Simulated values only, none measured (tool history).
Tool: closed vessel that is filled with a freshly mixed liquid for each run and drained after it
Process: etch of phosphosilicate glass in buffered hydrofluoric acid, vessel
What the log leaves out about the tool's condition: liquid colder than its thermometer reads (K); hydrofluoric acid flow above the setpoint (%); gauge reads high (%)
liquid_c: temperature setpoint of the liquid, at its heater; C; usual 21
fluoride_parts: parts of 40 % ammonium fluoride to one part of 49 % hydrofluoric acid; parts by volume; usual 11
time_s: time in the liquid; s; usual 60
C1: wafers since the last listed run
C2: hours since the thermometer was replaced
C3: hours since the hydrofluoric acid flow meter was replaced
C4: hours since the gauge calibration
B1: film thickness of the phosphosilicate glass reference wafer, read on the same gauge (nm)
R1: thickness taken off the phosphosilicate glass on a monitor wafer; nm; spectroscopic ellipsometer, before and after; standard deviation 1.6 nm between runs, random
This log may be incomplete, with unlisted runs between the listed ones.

{"run": 1, "hour": 0.0, "liquid_c": 23, "fluoride_parts": 11, "time_s": 60, "C1": 0, "C2": 305.5, "C3": 1287.3, "C4": 139.8, "B1": 79.36, "R1": 281.15}
{"run": 2, "hour": 14.9, "liquid_c": 23, "fluoride_parts": 11, "time_s": 60, "C1": 1894, "C2": 320.4, "C3": 1302.2, "C4": 154.7, "B1": 79.35, "R1": 282.2}
{"run": 3, "hour": 28.4, "liquid_c": 21, "fluoride_parts": 14.5, "time_s": 60, "C1": 1716, "C2": 333.9, "C3": 1315.7, "C4": 168.2, "B1": 79.31, "R1": 194.09}
{"run": 4, "hour": 45.6, "liquid_c": 21, "fluoride_parts": 14.5, "time_s": 60, "C1": 2186, "C2": 351.1, "C3": 1332.9, "C4": 185.4, "B1": 79.25, "R1": 192.4}
{"run": 5, "hour": 69.9, "liquid_c": 21, "fluoride_parts": 14.5, "time_s": 60, "C1": 3088, "C2": 375.4, "C3": 1357.2, "C4": 209.7, "B1": 79.17, "R1": 192.27}
{"run": 6, "hour": 94.9, "liquid_c": 21, "fluoride_parts": 11, "time_s": 60, "C1": 3177, "C2": 400.4, "C3": 1382.2, "C4": 234.7, "B1": 79.06, "R1": 254.33}
{"run": 7, "hour": 113.8, "liquid_c": 21, "fluoride_parts": 11, "time_s": 60, "C1": 2402, "C2": 419.3, "C3": 1401.1, "C4": 253.6, "B1": 79.04, "R1": 247.91}
{"run": 8, "hour": 148.3, "liquid_c": 21, "fluoride_parts": 11, "time_s": 60, "C1": 4385, "C2": 453.8, "C3": 1435.6, "C4": 288.1, "B1": 78.92, "R1": 251.81}
{"run": 9, "hour": 162.4, "liquid_c": 21, "fluoride_parts": 11, "time_s": 75, "C1": 1792, "C2": 467.9, "C3": 1449.7, "C4": 302.2, "B1": 78.89, "R1": 316.28}
{"run": 10, "hour": 182.9, "liquid_c": 21, "fluoride_parts": 11, "time_s": 75, "C1": 2605, "C2": 488.4, "C3": 1470.2, "C4": 322.7, "B1": 78.8, "R1": 316.02}
{"hour": 188.3, "done": "hydrofluoric acid flow meter replaced"}
{"run": 11, "hour": 201.1, "liquid_c": 21, "fluoride_parts": 11, "time_s": 60, "C1": 2186, "C2": 506.6, "C3": 12.8, "C4": 340.9, "B1": 78.72, "R1": 250.21}
{"run": 12, "hour": 216.6, "liquid_c": 21, "fluoride_parts": 11, "time_s": 60, "C1": 1970, "C2": 522.1, "C3": 28.3, "C4": 356.4, "B1": 78.72, "R1": 252.17}
{"run": 13, "hour": 235.4, "liquid_c": 21, "fluoride_parts": 11, "time_s": 60, "C1": 2389, "C2": 540.9, "C3": 47.1, "C4": 375.2, "B1": 78.63, "R1": 250.23}
{"run": 14, "hour": 270.5, "liquid_c": 21, "fluoride_parts": 11, "time_s": 60, "C1": 4461, "C2": 576, "C3": 82.2, "C4": 410.3, "B1": 78.53, "R1": 250.06}
{"hour": 273.4, "done": "thermometer replaced"}
{"run": 15, "hour": 300.2, "liquid_c": 21, "fluoride_parts": 11, "time_s": 35, "C1": 3648, "C2": 26.8, "C3": 111.9, "C4": 440, "B1": 78.46, "R1": 146.01}
{"hour": 321.9, "done": "gauge calibrated"}
{"run": 16, "hour": 322.5, "liquid_c": 25.5, "fluoride_parts": 11, "time_s": 35, "C1": 2834, "C2": 49.1, "C3": 134.2, "C4": 0.6, "B1": 80.2, "R1": 190.68}
{"run": 17, "hour": 353.2, "liquid_c": 23.5, "fluoride_parts": 11, "time_s": 40, "C1": 3902, "C2": 79.8, "C3": 164.9, "C4": 31.3, "B1": 80.09, "R1": 195.43}
{"run": 18, "hour": 379.1, "liquid_c": 23.5, "fluoride_parts": 11, "time_s": 40, "C1": 3292, "C2": 105.7, "C3": 190.8, "C4": 57.2, "B1": 80.02, "R1": 194.24}
{"run": 19, "hour": 398.3, "liquid_c": 25, "fluoride_parts": 8, "time_s": 75, "C1": 2440, "C2": 124.9, "C3": 210, "C4": 76.4, "B1": 79.94, "R1": 527.03}
{"run": 20, "hour": 415.9, "liquid_c": 21, "fluoride_parts": 9.5, "time_s": 85, "C1": 2237, "C2": 142.5, "C3": 227.6, "C4": 94, "B1": 79.88, "R1": 412.64}
{"run": 21, "hour": 429.3, "liquid_c": 21, "fluoride_parts": 11, "time_s": 60, "C1": 1703, "C2": 155.9, "C3": 241, "C4": 107.4, "B1": 79.84, "R1": 255.64}
{"run": 22, "hour": 464.0, "liquid_c": 21, "fluoride_parts": 8, "time_s": 60, "C1": 4410, "C2": 190.6, "C3": 275.7, "C4": 142.1, "B1": 79.76, "R1": 335.48}
{"run": 23, "hour": 496.8, "liquid_c": 19, "fluoride_parts": 9, "time_s": 60, "C1": 4169, "C2": 223.4, "C3": 308.5, "C4": 174.9, "B1": 79.62, "R1": 265.56}
{"run": 24, "hour": 510.9, "liquid_c": 17.5, "fluoride_parts": 8.5, "time_s": 90, "C1": 1792, "C2": 237.5, "C3": 322.6, "C4": 189, "B1": 79.62, "R1": 389.21}
{"run": 25, "hour": 544.2, "liquid_c": 21, "fluoride_parts": 11, "time_s": 60, "C1": 4232, "C2": 270.8, "C3": 355.9, "C4": 222.3, "B1": 79.46, "R1": 252.99}
{"run": 26, "hour": 580.0, "liquid_c": 21, "fluoride_parts": 13.5, "time_s": 60, "C1": 4550, "C2": 306.6, "C3": 391.7, "C4": 258.1, "B1": 79.36, "R1": 207.64}
{"run": 27, "hour": 604.7, "liquid_c": 21, "fluoride_parts": 11, "time_s": 60, "C1": 3139, "C2": 331.3, "C3": 416.4, "C4": 282.8, "B1": 79.3, "R1": 253.08}

Each row is a separate what-if for the run after 27, all from the same tool condition, not one after another. Results?
{"run": "A", "hour": 605.4, "liquid_c": 21, "fluoride_parts": 15.5, "time_s": 60, "C1": 88, "C2": 332, "C3": 417.1, "C4": 283.5, "B1": "?", "R1": "?"}
{"run": "B", "hour": 605.4, "liquid_c": 18.5, "fluoride_parts": 8.5, "time_s": 60, "C1": 88, "C2": 332, "C3": 417.1, "C4": 283.5, "B1": "?", "R1": "?"}
{"run": "C", "hour": 605.4, "liquid_c": 25, "fluoride_parts": 6.5, "time_s": 35, "C1": 88, "C2": 332, "C3": 417.1, "C4": 283.5, "B1": "?", "R1": "?"}
{"run": "D", "hour": 605.4, "liquid_c": 25.5, "fluoride_parts": 11, "time_s": 40, "C1": 88, "C2": 332, "C3": 417.1, "C4": 283.5, "B1": "?", "R1": "?"}
{"run": "E", "hour": 605.4, "liquid_c": 22.5, "fluoride_parts": 9.5, "time_s": 40, "C1": 88, "C2": 332, "C3": 417.1, "C4": 283.5, "B1": "?", "R1": "?"}

run=A B1=79.32 R1=179.8
run=B B1=79.32 R1=272.9
run=C B1=79.32 R1=300.02
run=D B1=79.32 R1=214.68
run=E B1=79.32 R1=206.58
Without the tool's hidden state the same runs would have given:
run=A R1=181.43
run=B R1=275.37
run=C R1=302.73
run=D R1=216.63
run=E R1=208.45
